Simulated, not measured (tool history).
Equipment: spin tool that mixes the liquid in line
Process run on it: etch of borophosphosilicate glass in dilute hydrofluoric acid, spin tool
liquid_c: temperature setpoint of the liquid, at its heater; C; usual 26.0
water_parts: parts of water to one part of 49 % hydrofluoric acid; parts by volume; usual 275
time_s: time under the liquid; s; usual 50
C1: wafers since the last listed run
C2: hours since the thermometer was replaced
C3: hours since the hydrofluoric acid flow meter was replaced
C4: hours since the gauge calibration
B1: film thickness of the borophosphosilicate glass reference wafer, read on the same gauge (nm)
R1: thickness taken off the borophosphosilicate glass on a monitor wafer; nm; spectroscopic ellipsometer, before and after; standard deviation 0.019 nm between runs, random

{"run": 1, "hour": 0.0, "liquid_c": 26.0, "water_parts": 310, "time_s": 40, "C1": 0, "C2": 1773.9, "C3": 812.7, "C4": 81.3, "B1": 60.04, "R1": 3.9}
{"run": 2, "hour": 30.2, "liquid_c": 26.0, "water_parts": 310, "time_s": 40, "C1": 350, "C2": 1804.1, "C3": 842.9, "C4": 111.5, "B1": 59.99, "R1": 3.88}
{"run": 3, "hour": 38.3, "liquid_c": 26.0, "water_parts": 310, "time_s": 40, "C1": 93, "C2": 1812.2, "C3": 851.0, "C4": 119.6, "B1": 60.04, "R1": 3.88}
{"run": 4, "hour": 52.3, "liquid_c": 26.0, "water_parts": 275, "time_s": 50, "C1": 162, "C2": 1826.2, "C3": 865.0, "C4": 133.6, "B1": 60.0, "R1": 5.64}
{"run": 5, "hour": 60.4, "liquid_c": 26.0, "water_parts": 275, "time_s": 50, "C1": 93, "C2": 1834.3, "C3": 873.1, "C4": 141.7, "B1": 60.02, "R1": 5.65}
{"hour": 72.8, "done": "hydrofluoric acid flow meter replaced"}
{"run": 6, "hour": 73.3, "liquid_c": 26.0, "water_parts": 305, "time_s": 50, "C1": 138, "C2": 1847.2, "C3": 0.5, "C4": 154.6, "B1": 59.96, "R1": 5.29}
{"run": 7, "hour": 79.7, "liquid_c": 25.0, "water_parts": 275, "time_s": 50, "C1": 74, "C2": 1853.6, "C3": 6.9, "C4": 161.0, "B1": 59.98, "R1": 5.85}
{"run": 8, "hour": 96.8, "liquid_c": 25.0, "water_parts": 275, "time_s": 50, "C1": 198, "C2": 1870.7, "C3": 24.0, "C4": 178.1, "B1": 60.0, "R1": 5.82}
{"hour": 101.9, "done": "gauge calibrated"}
{"run": 9, "hour": 108.8, "liquid_c": 25.0, "water_parts": 275, "time_s": 50, "C1": 139, "C2": 1882.7, "C3": 36.0, "C4": 6.9, "B1": 60.0, "R1": 5.81}
{"hour": 113.6, "done": "thermometer replaced"}
{"run": 10, "hour": 115.1, "liquid_c": 28.5, "water_parts": 275, "time_s": 30, "C1": 61, "C2": 1.5, "C3": 42.3, "C4": 13.2, "B1": 59.98, "R1": 4.3}
{"run": 11, "hour": 125.2, "liquid_c": 28.0, "water_parts": 345, "time_s": 75, "C1": 117, "C2": 11.6, "C3": 52.4, "C4": 23.3, "B1": 59.96, "R1": 7.79}
{"run": 12, "hour": 142.1, "liquid_c": 27.5, "water_parts": 275, "time_s": 30, "C1": 196, "C2": 28.5, "C3": 69.3, "C4": 40.2, "B1": 60.01, "R1": 4.14}
{"run": 13, "hour": 148.9, "liquid_c": 26.0, "water_parts": 395, "time_s": 50, "C1": 78, "C2": 35.3, "C3": 76.1, "C4": 47.0, "B1": 60.02, "R1": 4.09}
{"run": 14, "hour": 164.0, "liquid_c": 29.0, "water_parts": 275, "time_s": 50, "C1": 175, "C2": 50.4, "C3": 91.2, "C4": 62.1, "B1": 59.97, "R1": 7.26}
{"run": 15, "hour": 177.4, "liquid_c": 26.0, "water_parts": 275, "time_s": 50, "C1": 155, "C2": 63.8, "C3": 104.6, "C4": 75.5, "B1": 60.02, "R1": 6.54}
{"run": 16, "hour": 190.6, "liquid_c": 30.5, "water_parts": 275, "time_s": 50, "C1": 153, "C2": 77.0, "C3": 117.8, "C4": 88.7, "B1": 60.01, "R1": 7.54}
{"run": 17, "hour": 206.8, "liquid_c": 26.0, "water_parts": 275, "time_s": 40, "C1": 187, "C2": 93.2, "C3": 134.0, "C4": 104.9, "B1": 59.98, "R1": 5.2}
{"run": 18, "hour": 214.9, "liquid_c": 26.0, "water_parts": 275, "time_s": 50, "C1": 93, "C2": 101.3, "C3": 142.1, "C4": 113.0, "B1": 60.0, "R1": 6.47}
{"run": 19, "hour": 222.9, "liquid_c": 24.5, "water_parts": 275, "time_s": 60, "C1": 92, "C2": 109.3, "C3": 150.1, "C4": 121.0, "B1": 60.02, "R1": 7.37}

Pick out some run-to-run changes in R1. Of each, how much would a tool without hidden state show as well, from the settings, what came in and chance, and how much is left for the hidden state and any gauge scatter not in both results compared?
The hidden state here: liquid colder than its thermometer reads (K); hydrofluoric acid flow below the setpoint (%); gauge reads high (%).
Run 9 -> 10: liquid_c 25.0 -> 28.5, time_s 50 -> 30, thermometer replaced. R1 -1.51 nm: hidden state +0.62, all else -2.13.
Run 11 -> 12: liquid_c 28.0 -> 27.5, water_parts 345 -> 275, time_s 75 -> 30. R1 -3.65 nm: hidden state +0.10, all else -3.75.
